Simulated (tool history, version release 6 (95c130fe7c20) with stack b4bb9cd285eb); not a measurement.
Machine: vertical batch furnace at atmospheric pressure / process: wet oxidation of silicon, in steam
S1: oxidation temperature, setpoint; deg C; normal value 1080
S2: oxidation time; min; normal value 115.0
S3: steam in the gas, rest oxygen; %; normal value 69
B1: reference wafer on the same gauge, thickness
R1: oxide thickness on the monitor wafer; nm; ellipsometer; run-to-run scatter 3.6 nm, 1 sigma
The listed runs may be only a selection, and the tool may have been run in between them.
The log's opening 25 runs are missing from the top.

At hour 671.7: thermocouples replaced and temperature profile calibrated.
Run 26, hour 672.2: usual settings but S1 1063 deg C, S2 130.0 min, S3 73 %; B1 935.11. Result: R1 866.67 nm.
Run 27, hour 677.1: usual settings; B1 935.78. Result: R1 853.56 nm.
Run 28, hour 704.2: usual settings but S1 1096 deg C; B1 934.97. Result: R1 896.04 nm.
Run 29, hour 734.9: usual settings but S1 1073 deg C; B1 935.24. Result: R1 828.54 nm.
Run 30, hour 762.7: usual settings; B1 934.83. Result: R1 845.27 nm.
Run 31, hour 798.1: usual settings; B1 934.23. Result: R1 851.01 nm.
Run 32, hour 810.6: usual settings but S2 100.0 min; B1 935.13. Result: R1 776.96 nm.
Run 33, hour 835.6: usual settings but S1 1090 deg C; B1 935.98. Result: R1 873.64 nm.
At hour 862.3: gauge calibrated.
Run 34, hour 865.3: usual settings but S2 148.5 min, S3 73 %; B1 935.88. Result: R1 1000.97 nm.
Run 35, hour 893.1: usual settings but S1 1095 deg C, S2 61.0 min; B1 934.48. Result: R1 625.81 nm.
Run 36, hour 905.9: usual settings but S1 1086 deg C, S2 161.0 min; B1 934.16. Result: R1 1035.28 nm.
Run 37, hour 940.9: usual settings but S2 165.0 min, S3 77 %; B1 935.58. Result: R1 1093.48 nm.

5 ways to go on from here, each from the tool as it stands after run 37. What would each give?
Run A, hour 945.9: usual settings; B1 ?. Result: R1 ?.
Run B, hour 945.9: usual settings but S1 1091 deg C, S2 169.0 min; B1 ?. Result: R1 ?.
Run C, hour 945.9: usual settings but S1 1069 deg C, S3 81 %; B1 ?. Result: R1 ?.
Run D, hour 945.9: usual settings but S1 1092 deg C, S2 76.5 min, S3 62 %; B1 ?. Result: R1 ?.
Run E, hour 945.9: usual settings but S1 1060 deg C, S3 79 %; B1 ?. Result: R1 ?.

run      B1       R1
  A  935.48   838.24
  B  935.48  1079.69
  C  935.48   876.88
  D  935.48   658.22
  E  935.48   831.67
Without the tool's unlogged condition, the same runs would have read:
run       R1
  A   858.16
  B  1104.63
  C   897.86
  D   674.03
  E   851.87

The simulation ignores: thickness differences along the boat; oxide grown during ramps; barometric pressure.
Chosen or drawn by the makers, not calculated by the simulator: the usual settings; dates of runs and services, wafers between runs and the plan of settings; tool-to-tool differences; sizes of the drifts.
